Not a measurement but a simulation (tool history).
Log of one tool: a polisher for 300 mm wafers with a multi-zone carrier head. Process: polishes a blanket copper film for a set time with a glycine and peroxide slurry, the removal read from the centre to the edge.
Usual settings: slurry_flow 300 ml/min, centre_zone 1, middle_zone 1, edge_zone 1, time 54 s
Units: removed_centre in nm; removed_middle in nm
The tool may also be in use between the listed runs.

| run | hour | slurry_flow | centre_zone | middle_zone | edge_zone | time | incoming thickness of the incoming film, nm | removed_centre | removed_middle |
|---|---|---|---|---|---|---|---|---|---|
| 1 | 0 | 300 | 1 | 1 | 1 | 54 | 1215.6 | 223.8 | 238.2 |
| 2 | 19.5 | 320 | 1 | 1 | 1 | 54 | 1218.6 | 217.3 | 231 |
|  | 50 | worn pad replaced by a new one |
| 3 | 50.8 | 320 | 1 | 1 | 1 | 54 | 1204.6 | 231.4 | 243.4 |
| 4 | 76.1 | 300 | 1 | 1 | 1 | 54 | 1216.7 | 210.6 | 235.4 |
| 5 | 88.6 | 300 | 1 | 1 | 1 | 54 | 1223.1 | 212 | 230.9 |
|  | 104.9 | worn pad replaced by a new one |
| 6 | 114.7 | 300 | 1 | 1 | 1 | 54 | 1200.4 | 218.1 | 239.7 |
| 7 | 139.3 | 300 | 1 | 1 | 1 | 54 | 1221.5 | 213 | 229.5 |
|  | 157.5 | edge zone pressure recalibrated |
|  | 159.1 | worn pad replaced by a new one |
| 8 | 174.7 | 245 | 0.89 | 1 | 1.1 | 54 | 1244.5 | 186.2 | 231.7 |
|  | 190.9 | slurry nozzle cleaned |
| 9 | 193 | 320 | 1 | 1 | 1 | 54 | 1227.6 | 211.1 | 236.4 |
|  | 216.7 | centre zone pressure recalibrated |
| 10 | 217.2 | 320 | 1 | 1 | 1 | 54 | 1219.9 | 215.6 | 225.1 |
|  | 228.1 | worn pad replaced by a new one |
|  | 230.8 | carrier head's membrane replaced by a new one |
| 11 | 237.5 | 300 | 1.07 | 1 | 1 | 54 | 1220.8 | 252.1 | 239.7 |
| 12 | 255.7 | 300 | 1 | 1 | 0.96 | 54 | 1197.4 | 235.2 | 234.7 |
| 13 | 281.1 | 380 | 1 | 1 | 1 | 54 | 1198 | 226.4 | 227.8 |
|  | 295.1 | worn pad replaced by a new one |
| 14 | 314.1 | 300 | 1 | 1 | 1 | 54 | 1224 | 226.6 | 238.5 |

Forecast each of these 4 alternatives for the next run:
| A | 314.5 | 300 | 1 | 1 | 1 | 54 | 1194.1 | ? | ? |
| B | 314.5 | 335 | 0.95 | 1.04 | 1 | 54 | 1194.1 | ? | ? |
| C | 314.5 | 300 | 1 | 1.11 | 0.92 | 54 | 1194.1 | ? | ? |
| D | 314.5 | 360 | 0.9 | 1 | 1 | 54 | 1194.1 | ? | ? |

| run | removed_centre | removed_middle |
|---|---|---|
| A | 229.3 | 236 |
| B | 220.5 | 246.7 |
| C | 229.5 | 257.8 |
| D | 210.2 | 240.3 |
Without the tool's hidden state the same runs would have given:
| run | removed_centre | removed_middle |
|---|---|---|
| A | 247.7 | 244.5 |
| B | 238.2 | 255.6 |
| C | 247.8 | 267.1 |
| D | 227.1 | 249 |
